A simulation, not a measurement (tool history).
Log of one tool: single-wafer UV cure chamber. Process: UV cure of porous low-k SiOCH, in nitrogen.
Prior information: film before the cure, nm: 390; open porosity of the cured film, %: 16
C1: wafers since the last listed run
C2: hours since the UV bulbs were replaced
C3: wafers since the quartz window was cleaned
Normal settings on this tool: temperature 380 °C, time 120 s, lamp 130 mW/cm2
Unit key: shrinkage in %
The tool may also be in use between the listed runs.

{"run": 1, "hour": 0.0, "temperature": 380, "time": 120, "lamp": 130, "C1": 0, "C2": 1131.9, "C3": 1381, "shrinkage": 7.107}
{"hour": 6.1, "done": "quartz window cleaned"}
{"run": 2, "hour": 17.0, "temperature": 380, "time": 120, "lamp": 130, "C1": 138, "C2": 1148.9, "C3": 138, "shrinkage": 7.999}
{"run": 3, "hour": 29.5, "temperature": 380, "time": 120, "lamp": 130, "C1": 159, "C2": 1161.4, "C3": 298, "shrinkage": 7.831}
{"run": 4, "hour": 45.0, "temperature": 380, "time": 80, "lamp": 130, "C1": 198, "C2": 1176.9, "C3": 496, "shrinkage": 6.364}
{"run": 5, "hour": 56.0, "temperature": 380, "time": 80, "lamp": 130, "C1": 140, "C2": 1187.9, "C3": 637, "shrinkage": 6.098}
{"run": 6, "hour": 62.5, "temperature": 380, "time": 155, "lamp": 109, "C1": 83, "C2": 1194.4, "C3": 720, "shrinkage": 7.834}
{"run": 7, "hour": 77.4, "temperature": 380, "time": 155, "lamp": 109, "C1": 190, "C2": 1209.3, "C3": 910, "shrinkage": 7.902}
{"run": 8, "hour": 84.2, "temperature": 380, "time": 155, "lamp": 109, "C1": 86, "C2": 1216.1, "C3": 997, "shrinkage": 7.61}
{"run": 9, "hour": 95.0, "temperature": 380, "time": 120, "lamp": 130, "C1": 138, "C2": 1226.9, "C3": 1135, "shrinkage": 7.23}
{"run": 10, "hour": 111.5, "temperature": 380, "time": 120, "lamp": 130, "C1": 210, "C2": 1243.4, "C3": 1346, "shrinkage": 6.994}
{"run": 11, "hour": 119.0, "temperature": 380, "time": 120, "lamp": 130, "C1": 95, "C2": 1250.9, "C3": 1442, "shrinkage": 7.195}
{"hour": 138.4, "done": "quartz window cleaned"}
{"run": 12, "hour": 138.9, "temperature": 380, "time": 120, "lamp": 130, "C1": 152, "C2": 1270.8, "C3": 5, "shrinkage": 7.995}
{"run": 13, "hour": 150.8, "temperature": 380, "time": 120, "lamp": 130, "C1": 152, "C2": 1282.7, "C3": 157, "shrinkage": 7.732}
{"run": 14, "hour": 166.4, "temperature": 380, "time": 120, "lamp": 130, "C1": 199, "C2": 1298.3, "C3": 357, "shrinkage": 7.554}
{"run": 15, "hour": 182.7, "temperature": 380, "time": 120, "lamp": 130, "C1": 208, "C2": 1314.6, "C3": 565, "shrinkage": 7.532}
{"run": 16, "hour": 197.9, "temperature": 380, "time": 120, "lamp": 130, "C1": 194, "C2": 1329.8, "C3": 759, "shrinkage": 7.453}
{"run": 17, "hour": 214.0, "temperature": 380, "time": 85, "lamp": 109, "C1": 205, "C2": 1345.9, "C3": 965, "shrinkage": 5.465}
{"run": 18, "hour": 229.1, "temperature": 365, "time": 70, "lamp": 90, "C1": 192, "C2": 1361, "C3": 1158, "shrinkage": 4.05}
{"run": 19, "hour": 240.4, "temperature": 380, "time": 155, "lamp": 109, "C1": 144, "C2": 1372.3, "C3": 1302, "shrinkage": 7.601}
{"run": 20, "hour": 252.6, "temperature": 374, "time": 155, "lamp": 145, "C1": 155, "C2": 1384.5, "C3": 1458, "shrinkage": 8.44}
{"hour": 275.9, "done": "quartz window cleaned"}
{"run": 21, "hour": 276.4, "temperature": 372, "time": 180, "lamp": 148, "C1": 201, "C2": 1408.3, "C3": 6, "shrinkage": 9.931}
{"hour": 290.3, "done": "UV bulbs replaced"}
{"run": 22, "hour": 290.8, "temperature": 398, "time": 120, "lamp": 146, "C1": 81, "C2": 0.5, "C3": 88, "shrinkage": 8.302}
{"run": 23, "hour": 291.1, "temperature": 390, "time": 120, "lamp": 154, "C1": 3, "C2": 0.8, "C3": 91, "shrinkage": 8.766}
{"run": 24, "hour": 300.0, "temperature": 380, "time": 120, "lamp": 130, "C1": 113, "C2": 9.7, "C3": 205, "shrinkage": 7.887}
{"run": 25, "hour": 317.3, "temperature": 365, "time": 155, "lamp": 130, "C1": 221, "C2": 27, "C3": 426, "shrinkage": 8.533}
{"run": 26, "hour": 324.4, "temperature": 380, "time": 120, "lamp": 130, "C1": 90, "C2": 34.1, "C3": 517, "shrinkage": 7.487}
{"run": 27, "hour": 332.0, "temperature": 380, "time": 120, "lamp": 130, "C1": 97, "C2": 41.7, "C3": 614, "shrinkage": 7.719}
{"run": 28, "hour": 347.4, "temperature": 380, "time": 100, "lamp": 130, "C1": 196, "C2": 57.1, "C3": 811, "shrinkage": 6.92}
{"run": 29, "hour": 364.9, "temperature": 393, "time": 160, "lamp": 130, "C1": 223, "C2": 74.6, "C3": 1035, "shrinkage": 8.366}
{"run": 30, "hour": 375.9, "temperature": 380, "time": 120, "lamp": 130, "C1": 140, "C2": 85.6, "C3": 1175, "shrinkage": 7.371}
{"run": 31, "hour": 390.8, "temperature": 380, "time": 80, "lamp": 158, "C1": 190, "C2": 100.5, "C3": 1366, "shrinkage": 6.379}
{"run": 32, "hour": 407.4, "temperature": 364, "time": 165, "lamp": 156, "C1": 212, "C2": 117.1, "C3": 1578, "shrinkage": 8.594}

Predict each of these 4 candidate next runs independently; none follows another, all start after run 32:
{"run": "A", "hour": 407.8, "temperature": 380, "time": 120, "lamp": 130, "C1": 5, "C2": 117.5, "C3": 1583, "shrinkage": "?"}
{"run": "B", "hour": 407.8, "temperature": 371, "time": 120, "lamp": 130, "C1": 5, "C2": 117.5, "C3": 1583, "shrinkage": "?"}
{"run": "C", "hour": 407.8, "temperature": 380, "time": 70, "lamp": 117, "C1": 5, "C2": 117.5, "C3": 1583, "shrinkage": "?"}
{"run": "D", "hour": 407.8, "temperature": 374, "time": 120, "lamp": 170, "C1": 5, "C2": 117.5, "C3": 1583, "shrinkage": "?"}

run=A shrinkage=6.992
run=B shrinkage=6.859
run=C shrinkage=4.816
run=D shrinkage=7.882
Without the tool's hidden state the same runs would have given:
run=A shrinkage=7.904
run=B shrinkage=7.766
run=C shrinkage=5.623
run=D shrinkage=8.826
